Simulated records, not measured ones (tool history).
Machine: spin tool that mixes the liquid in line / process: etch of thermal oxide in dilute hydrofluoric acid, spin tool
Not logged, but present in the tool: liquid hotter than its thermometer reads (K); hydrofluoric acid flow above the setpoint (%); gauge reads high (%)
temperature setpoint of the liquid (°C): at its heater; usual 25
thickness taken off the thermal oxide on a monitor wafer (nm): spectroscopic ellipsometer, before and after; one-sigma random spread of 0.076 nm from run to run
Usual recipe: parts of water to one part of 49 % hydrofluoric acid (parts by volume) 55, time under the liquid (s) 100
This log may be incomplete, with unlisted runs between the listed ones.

| run | day | temperature setpoint of the liquid (°C) | parts of water to one part of 49 % hydrofluoric acid (parts by volume) | time under the liquid (s) | wafers since the last listed run | hours since the thermometer was replaced | hours since the hydrofluoric acid flow meter was replaced | hours since the gauge calibration | read-back film thickness of the thermal oxide reference wafer, read on the same gauge (nm) | thickness taken off the thermal oxide on a monitor wafer (nm) |
|---|---|---|---|---|---|---|---|---|---|---|
| 1 | 0 | 25 | 55 | 100 | 0 | 1718.6 | 731.5 | 1623.1 | 90 | 9.67 |
| 2 | 2.004 | 25 | 55 | 100 | 510 | 1766.7 | 779.6 | 1671.2 | 89.99 | 9.73 |
| 3 | 3.117 | 25 | 55 | 100 | 283 | 1793.4 | 806.3 | 1697.9 | 90.02 | 9.62 |
| 4 | 4.4 | 25 | 55 | 100 | 327 | 1824.2 | 837.1 | 1728.7 | 90.04 | 9.74 |
| 5 | 6.329 | 25 | 55 | 100 | 491 | 1870.5 | 883.4 | 1775 | 89.99 | 9.7 |
| 6 | 7.917 | 25 | 55 | 70 | 404 | 1908.6 | 921.5 | 1813.1 | 90.03 | 6.69 |
| 7 | 10.079 | 25 | 55 | 70 | 551 | 1960.5 | 973.4 | 1865 | 89.98 | 6.75 |
| 8 | 12.358 | 25 | 55 | 70 | 580 | 2015.2 | 1028.1 | 1919.7 | 90.01 | 6.78 |
| 9 | 14.267 | 25 | 55 | 100 | 486 | 2061 | 1073.9 | 1965.5 | 89.98 | 9.71 |
| 10 | 16.508 | 25 | 55 | 100 | 571 | 2114.8 | 1127.7 | 2019.3 | 90.02 | 9.67 |
| 11 | 17.658 | 25 | 55 | 100 | 293 | 2142.4 | 1155.3 | 2046.9 | 90.02 | 9.8 |
|  | 18.312 | gauge calibrated |
|  | 19.408 | hydrofluoric acid flow meter replaced |
| 12 | 20.292 | 21 | 55 | 140 | 660 | 2205.6 | 21.2 | 47.5 | 90.02 | 11.6 |
| 13 | 21.358 | 21 | 55 | 140 | 271 | 2231.2 | 46.8 | 73.1 | 89.97 | 11.61 |
|  | 23.608 | thermometer replaced |
| 14 | 23.671 | 25 | 55 | 100 | 578 | 1.5 | 102.3 | 128.6 | 90.01 | 9.04 |
| 15 | 24.854 | 25 | 70 | 55 | 301 | 29.9 | 130.7 | 157 | 90.02 | 3.81 |
| 16 | 27.608 | 25 | 55 | 160 | 702 | 96 | 196.8 | 223.1 | 90.05 | 14.66 |
| 17 | 28.808 | 27.5 | 70 | 140 | 305 | 124.8 | 225.6 | 251.9 | 89.98 | 10.88 |
| 18 | 31.329 | 25 | 55 | 100 | 642 | 185.3 | 286.1 | 312.4 | 89.99 | 9.16 |
| 19 | 32.717 | 27.5 | 45 | 100 | 353 | 218.6 | 319.4 | 345.7 | 90 | 12.57 |
| 20 | 35.642 | 20.5 | 40 | 125 | 745 | 288.8 | 389.6 | 415.9 | 90.01 | 13.26 |
| 21 | 38.142 | 25 | 55 | 100 | 637 | 348.8 | 449.6 | 475.9 | 89.97 | 9.14 |
| 22 | 39.679 | 25 | 80 | 45 | 391 | 385.7 | 486.5 | 512.8 | 89.95 | 2.73 |
| 23 | 41.15 | 25 | 35 | 100 | 374 | 421 | 521.8 | 548.1 | 89.99 | 14.94 |
| 24 | 43.646 | 25 | 55 | 100 | 636 | 480.9 | 581.7 | 608 | 90.02 | 9.25 |
| 25 | 45.821 | 25 | 55 | 100 | 554 | 533.1 | 633.9 | 660.2 | 89.99 | 9.3 |
| 26 | 48.304 | 25 | 80 | 45 | 633 | 592.7 | 693.5 | 719.8 | 90.01 | 2.78 |
| 27 | 51.196 | 25 | 55 | 100 | 737 | 662.1 | 762.9 | 789.2 | 89.99 | 9.34 |
| 28 | 59.625 | 22 | 30 | 55 | 2148 | 864.4 | 965.2 | 991.5 | 90.01 | 8.6 |
|  | 63.012 | hydrofluoric acid flow meter replaced |
| 29 | 67.267 | 29 | 40 | 100 | 1937 | 1047.8 | 102.1 | 1174.9 | 90 | 15.45 |
| 30 | 70.904 | 25 | 85 | 60 | 927 | 1135.1 | 189.4 | 1262.2 | 90 | 3.49 |
| 31 | 72.096 | 21.5 | 65 | 45 | 303 | 1163.7 | 218 | 1290.8 | 90.01 | 3.1 |
| 32 | 74.2 | 23.5 | 55 | 100 | 536 | 1214.2 | 268.5 | 1341.3 | 90.01 | 8.82 |
| 33 | 76.196 | 21.5 | 65 | 45 | 508 | 1262.1 | 316.4 | 1389.2 | 89.99 | 3.09 |

Below, some changes in thickness taken off the thermal oxide on a monitor wafer (nm) between adjacent runs. For each, the amount present without the hidden state too (settings, incoming material, random variation) and the amount remaining for the hidden state with gauge scatter not shared by both compared results:
Run 13 -> 14: temperature setpoint of the liquid (°C) 21 -> 25, time under the liquid (s) 140 -> 100, thermometer replaced. thickness taken off the thermal oxide on a monitor wafer (nm) -2.57: hidden state -0.9, all else -1.67.
Run 15 -> 16: parts of water to one part of 49 % hydrofluoric acid (parts by volume) 70 -> 55, time under the liquid (s) 55 -> 160. thickness taken off the thermal oxide on a monitor wafer (nm) +10.85: hidden state +0.08, all else +10.77.
Run 22 -> 23: parts of water to one part of 49 % hydrofluoric acid (parts by volume) 80 -> 35, time under the liquid (s) 45 -> 100. thickness taken off the thermal oxide on a monitor wafer (nm) +12.21: hidden state +0.21, all else +12.
Run 28 -> 29: temperature setpoint of the liquid (°C) 22 -> 29, parts of water to one part of 49 % hydrofluoric acid (parts by volume) 30 -> 40, time under the liquid (s) 55 -> 100, hydrofluoric acid flow meter replaced. thickness taken off the thermal oxide on a monitor wafer (nm) +6.85: hidden state +0.29, all else +6.56.
Run 29 -> 30: temperature setpoint of the liquid (°C) 29 -> 25, parts of water to one part of 49 % hydrofluoric acid (parts by volume) 40 -> 85, time under the liquid (s) 100 -> 60. thickness taken off the thermal oxide on a monitor wafer (nm) -11.96: hidden state -0.43, all else -11.53.

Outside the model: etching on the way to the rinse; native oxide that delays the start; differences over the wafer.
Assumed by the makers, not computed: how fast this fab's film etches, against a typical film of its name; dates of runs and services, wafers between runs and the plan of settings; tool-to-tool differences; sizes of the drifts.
